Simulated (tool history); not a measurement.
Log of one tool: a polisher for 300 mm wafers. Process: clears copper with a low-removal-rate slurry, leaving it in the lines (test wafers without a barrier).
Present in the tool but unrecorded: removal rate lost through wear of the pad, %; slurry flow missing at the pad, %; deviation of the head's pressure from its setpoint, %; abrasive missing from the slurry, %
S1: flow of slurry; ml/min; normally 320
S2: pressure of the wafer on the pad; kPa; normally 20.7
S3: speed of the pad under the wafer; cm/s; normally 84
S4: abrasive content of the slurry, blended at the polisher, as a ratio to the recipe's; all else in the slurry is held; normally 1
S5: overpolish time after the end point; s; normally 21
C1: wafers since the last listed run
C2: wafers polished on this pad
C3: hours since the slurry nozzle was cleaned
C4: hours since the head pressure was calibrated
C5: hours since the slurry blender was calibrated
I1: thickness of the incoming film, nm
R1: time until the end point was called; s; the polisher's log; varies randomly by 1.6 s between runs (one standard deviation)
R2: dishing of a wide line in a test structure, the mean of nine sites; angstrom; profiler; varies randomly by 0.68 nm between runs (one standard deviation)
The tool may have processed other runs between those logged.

{"run": 1, "day": 0.0, "S1": 320, "S2": 20.7, "S3": 84, "S4": 1, "S5": 21, "C1": 0, "C2": 566, "C3": 15.8, "C4": 362.5, "C5": 393.2, "I1": 201.3, "R1": 99.8, "R2": 300}
{"run": 2, "day": 0.683, "S1": 320, "S2": 18.6, "S3": 84, "S4": 1, "S5": 21, "C1": 154, "C2": 720, "C3": 32.2, "C4": 378.9, "C5": 409.6, "I1": 205.7, "R1": 114.8, "R2": 275}
{"day": 0.817, "done": "slurry blender recalibrated"}
{"run": 3, "day": 1.883, "S1": 320, "S2": 18.6, "S3": 84, "S4": 1, "S5": 21, "C1": 251, "C2": 972, "C3": 61, "C4": 407.7, "C5": 25.6, "I1": 208.7, "R1": 115.8, "R2": 277}
{"day": 2.146, "done": "head pressure recalibrated"}
{"run": 4, "day": 2.442, "S1": 320, "S2": 18.6, "S3": 84, "S4": 1, "S5": 21, "C1": 107, "C2": 1079, "C3": 74.4, "C4": 7.1, "C5": 39, "I1": 205.9, "R1": 102.4, "R2": 309}
{"run": 5, "day": 3.008, "S1": 320, "S2": 20.7, "S3": 84, "S4": 1, "S5": 21, "C1": 127, "C2": 1206, "C3": 88, "C4": 20.7, "C5": 52.6, "I1": 203.8, "R1": 92.4, "R2": 347}
{"run": 6, "day": 3.871, "S1": 320, "S2": 20.7, "S3": 84, "S4": 1.2, "S5": 21, "C1": 194, "C2": 1401, "C3": 108.7, "C4": 41.4, "C5": 73.3, "I1": 205.1, "R1": 95.1, "R2": 351}
{"run": 7, "day": 5.35, "S1": 400, "S2": 20.7, "S3": 58, "S4": 1, "S5": 21, "C1": 333, "C2": 1734, "C3": 144.2, "C4": 76.9, "C5": 108.8, "I1": 207.6, "R1": 141.3, "R2": 238}
{"run": 8, "day": 6.2, "S1": 255, "S2": 23.4, "S3": 84, "S4": 1, "S5": 25, "C1": 191, "C2": 1926, "C3": 164.6, "C4": 97.3, "C5": 129.2, "I1": 201.2, "R1": 84.8, "R2": 437}
{"run": 9, "day": 6.954, "S1": 320, "S2": 20.7, "S3": 84, "S4": 1.25, "S5": 21, "C1": 169, "C2": 2096, "C3": 182.7, "C4": 115.4, "C5": 147.3, "I1": 202, "R1": 91.1, "R2": 336}
{"run": 10, "day": 7.608, "S1": 320, "S2": 20.7, "S3": 84, "S4": 1, "S5": 21, "C1": 147, "C2": 2243, "C3": 198.4, "C4": 131.1, "C5": 163, "I1": 203.2, "R1": 101.4, "R2": 313}
{"day": 8.479, "done": "worn pad replaced by a new one"}
{"run": 11, "day": 8.783, "S1": 360, "S2": 20.7, "S3": 66, "S4": 0.8, "S5": 21, "C1": 227, "C2": 68, "C3": 226.6, "C4": 159.3, "C5": 191.2, "I1": 204.6, "R1": 129.8, "R2": 240}
{"run": 12, "day": 9.442, "S1": 320, "S2": 18.6, "S3": 84, "S4": 1, "S5": 21, "C1": 148, "C2": 217, "C3": 242.4, "C4": 175.1, "C5": 207, "I1": 205.2, "R1": 110.4, "R2": 289}
{"run": 13, "day": 10.238, "S1": 375, "S2": 13.8, "S3": 62, "S4": 0.85, "S5": 21, "C1": 179, "C2": 396, "C3": 261.5, "C4": 194.2, "C5": 226.1, "I1": 205.3, "R1": 203.8, "R2": 155}
{"run": 14, "day": 10.946, "S1": 320, "S2": 26.2, "S3": 76, "S4": 1, "S5": 21, "C1": 159, "C2": 556, "C3": 278.5, "C4": 211.2, "C5": 243.1, "I1": 204.2, "R1": 88.5, "R2": 363}
{"run": 15, "day": 11.475, "S1": 320, "S2": 20.7, "S3": 96, "S4": 1, "S5": 27, "C1": 119, "C2": 675, "C3": 291.2, "C4": 223.9, "C5": 255.8, "I1": 206.4, "R1": 89.8, "R2": 434}
{"run": 16, "day": 12.65, "S1": 290, "S2": 17.2, "S3": 62, "S4": 0.75, "S5": 21, "C1": 264, "C2": 940, "C3": 319.4, "C4": 252.1, "C5": 284, "I1": 204.6, "R1": 172.7, "R2": 192}
{"run": 17, "day": 13.788, "S1": 320, "S2": 20.7, "S3": 84, "S4": 0.75, "S5": 25, "C1": 256, "C2": 1196, "C3": 346.7, "C4": 279.4, "C5": 311.3, "I1": 202.8, "R1": 105.3, "R2": 350}
{"run": 18, "day": 15.704, "S1": 320, "S2": 17.9, "S3": 84, "S4": 1, "S5": 32, "C1": 431, "C2": 1628, "C3": 392.7, "C4": 325.4, "C5": 357.3, "I1": 205.2, "R1": 119.5, "R2": 399}
{"run": 19, "day": 16.925, "S1": 320, "S2": 20.7, "S3": 84, "S4": 1, "S5": 10, "C1": 275, "C2": 1903, "C3": 422, "C4": 354.7, "C5": 386.6, "I1": 208.2, "R1": 106.6, "R2": 151}
{"run": 20, "day": 17.742, "S1": 320, "S2": 20.7, "S3": 84, "S4": 1, "S5": 21, "C1": 184, "C2": 2087, "C3": 441.6, "C4": 374.3, "C5": 406.2, "I1": 208.7, "R1": 104.5, "R2": 311}
{"day": 18.554, "done": "worn pad replaced by a new one"}
{"run": 21, "day": 18.712, "S1": 360, "S2": 20.7, "S3": 84, "S4": 0.85, "S5": 21, "C1": 181, "C2": 35, "C3": 464.9, "C4": 397.6, "C5": 429.5, "I1": 208, "R1": 109.1, "R2": 313}
{"run": 22, "day": 19.388, "S1": 430, "S2": 20.7, "S3": 84, "S4": 1, "S5": 30, "C1": 152, "C2": 187, "C3": 481.1, "C4": 413.8, "C5": 445.7, "I1": 204.7, "R1": 101.8, "R2": 434}
{"day": 20.004, "done": "slurry blender recalibrated"}
{"run": 23, "day": 20.617, "S1": 320, "S2": 20.7, "S3": 102, "S4": 1, "S5": 10, "C1": 258, "C2": 446, "C3": 510.6, "C4": 443.3, "C5": 14.7, "I1": 204.5, "R1": 85.2, "R2": 183}
{"run": 24, "day": 21.996, "S1": 320, "S2": 20.7, "S3": 84, "S4": 1.1, "S5": 21, "C1": 310, "C2": 756, "C3": 543.7, "C4": 476.4, "C5": 47.8, "I1": 202.6, "R1": 97.3, "R2": 300}
{"run": 25, "day": 22.725, "S1": 320, "S2": 20.7, "S3": 102, "S4": 1, "S5": 10, "C1": 164, "C2": 921, "C3": 561.2, "C4": 493.9, "C5": 65.3, "I1": 201.2, "R1": 82.3, "R2": 188}
{"day": 22.996, "done": "head pressure recalibrated"}
{"run": 26, "day": 23.467, "S1": 390, "S2": 17.2, "S3": 74, "S4": 1, "S5": 21, "C1": 148, "C2": 1069, "C3": 579, "C4": 11.3, "C5": 83.1, "I1": 207.3, "R1": 128.5, "R2": 271}
{"run": 27, "day": 24.371, "S1": 230, "S2": 26.2, "S3": 76, "S4": 1.25, "S5": 21, "C1": 203, "C2": 1273, "C3": 600.7, "C4": 33, "C5": 104.8, "I1": 200.8, "R1": 78.5, "R2": 397}
{"run": 28, "day": 25.05, "S1": 320, "S2": 20.7, "S3": 84, "S4": 1.2, "S5": 25, "C1": 153, "C2": 1426, "C3": 617, "C4": 49.3, "C5": 121.1, "I1": 202.6, "R1": 89.8, "R2": 413}
{"run": 29, "day": 25.675, "S1": 395, "S2": 26.9, "S3": 94, "S4": 1, "S5": 21, "C1": 140, "C2": 1567, "C3": 632, "C4": 64.3, "C5": 136.1, "I1": 205.7, "R1": 64.7, "R2": 463}

Alternative continuations, all from the tool just after run 29; predict every row:
{"run": "A", "day": 25.696, "S1": 320, "S2": 20.7, "S3": 84, "S4": 1, "S5": 21, "C1": 4, "C2": 1572, "C3": 632.5, "C4": 64.8, "C5": 136.6, "I1": 203.1, "R1": "?", "R2": "?"}
{"run": "B", "day": 25.696, "S1": 320, "S2": 20.7, "S3": 106, "S4": 1, "S5": 21, "C1": 4, "C2": 1572, "C3": 632.5, "C4": 64.8, "C5": 136.6, "I1": 203.1, "R1": "?", "R2": "?"}
{"run": "C", "day": 25.696, "S1": 320, "S2": 20.7, "S3": 104, "S4": 0.9, "S5": 21, "C1": 4, "C2": 1572, "C3": 632.5, "C4": 64.8, "C5": 136.6, "I1": 203.1, "R1": "?", "R2": "?"}

run=A R1=95 R2=333
run=B R1=75.3 R2=410
run=C R1=77.9 R2=398
The same runs, with their run-to-run variation unchanged, on a tool lacking any hidden condition would have given:
run=A R1=92.1 R2=343
run=B R1=73 R2=422
run=C R1=75.5 R2=409
